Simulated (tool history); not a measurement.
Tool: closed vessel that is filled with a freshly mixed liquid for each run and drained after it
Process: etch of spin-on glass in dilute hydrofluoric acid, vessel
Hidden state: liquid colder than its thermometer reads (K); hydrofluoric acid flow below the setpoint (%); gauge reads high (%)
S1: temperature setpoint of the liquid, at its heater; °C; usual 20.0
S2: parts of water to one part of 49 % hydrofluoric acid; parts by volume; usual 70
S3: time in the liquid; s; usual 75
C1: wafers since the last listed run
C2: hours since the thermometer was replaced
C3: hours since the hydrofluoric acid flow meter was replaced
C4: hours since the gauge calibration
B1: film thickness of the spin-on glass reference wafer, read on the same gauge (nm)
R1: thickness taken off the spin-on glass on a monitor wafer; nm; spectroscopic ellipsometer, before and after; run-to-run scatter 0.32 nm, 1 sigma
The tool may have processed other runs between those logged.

run,hour,S1,S2,S3,C1,C2,C3,C4,B1,R1
1,0.0,20.0,70,75,0,1294.5,1661.7,184.2,120.04,38.15
2,29.2,20.0,70,75,1743,1323.7,1690.9,213.4,120.03,38.44
3,56.9,20.0,85,75,1653,1351.4,1718.6,241.1,120.01,30.76
4,87.5,21.5,50,75,1826,1382.0,1749.2,271.7,120.00,58.14
5,100.9,21.5,50,75,800,1395.4,1762.6,285.1,119.97,59.03
6,136.2,21.5,50,75,2107,1430.7,1797.9,320.4,120.00,59.36
7,158.2,20.0,70,75,1313,1452.7,1819.9,342.4,120.02,38.29
8,189.0,20.0,70,75,1838,1483.5,1850.7,373.2,120.02,37.78
9,214.1,20.0,70,75,1498,1508.6,1875.8,398.3,120.00,37.65
10,229.0,20.0,70,75,889,1523.5,1890.7,413.2,119.98,37.99
# hour 236.4: thermometer replaced
11,257.7,18.0,70,75,1653,21.3,1919.4,441.9,120.00,35.04
# hour 273.1: gauge calibrated
12,287.5,20.0,70,75,1779,51.1,1949.2,14.4,120.02,37.28
13,359.7,20.0,45,75,4310,123.3,2021.4,86.6,119.99,60.27
14,386.4,20.0,70,75,1594,150.0,2048.1,113.3,120.01,37.52
# hour 396.9: hydrofluoric acid flow meter replaced
15,420.4,22.5,90,75,1970,184.0,23.5,147.3,119.98,37.33
16,451.5,20.0,50,55,1856,215.1,54.6,178.4,120.00,46.06
17,529.4,20.0,70,75,4650,293.0,132.5,256.3,119.96,42.79
18,560.9,20.0,70,75,1880,324.5,164.0,287.8,120.00,43.20
19,583.6,17.0,55,75,1355,347.2,186.7,310.5,119.99,49.08
20,601.3,17.0,70,90,1056,364.9,204.4,328.2,119.99,45.13
21,620.2,17.0,40,75,1128,383.8,223.3,347.1,120.01,68.41

Branching from run 21: 4 alternative next runs. What would each branch give?
A,620.9,20.0,70,75,41,384.5,224.0,347.8,?,?
B,620.9,22.5,105,40,41,384.5,224.0,347.8,?,?
C,620.9,22.5,95,35,41,384.5,224.0,347.8,?,?
D,620.9,20.0,70,115,41,384.5,224.0,347.8,?,?

run,B1,R1
A,119.99,43.32
B,119.99,16.37
C,119.99,16.02
D,119.99,66.42
The same runs, with their run-to-run variation unchanged, on a tool lacking any hidden condition would have given:
run,R1
A,43.99
B,16.63
C,16.27
D,67.45

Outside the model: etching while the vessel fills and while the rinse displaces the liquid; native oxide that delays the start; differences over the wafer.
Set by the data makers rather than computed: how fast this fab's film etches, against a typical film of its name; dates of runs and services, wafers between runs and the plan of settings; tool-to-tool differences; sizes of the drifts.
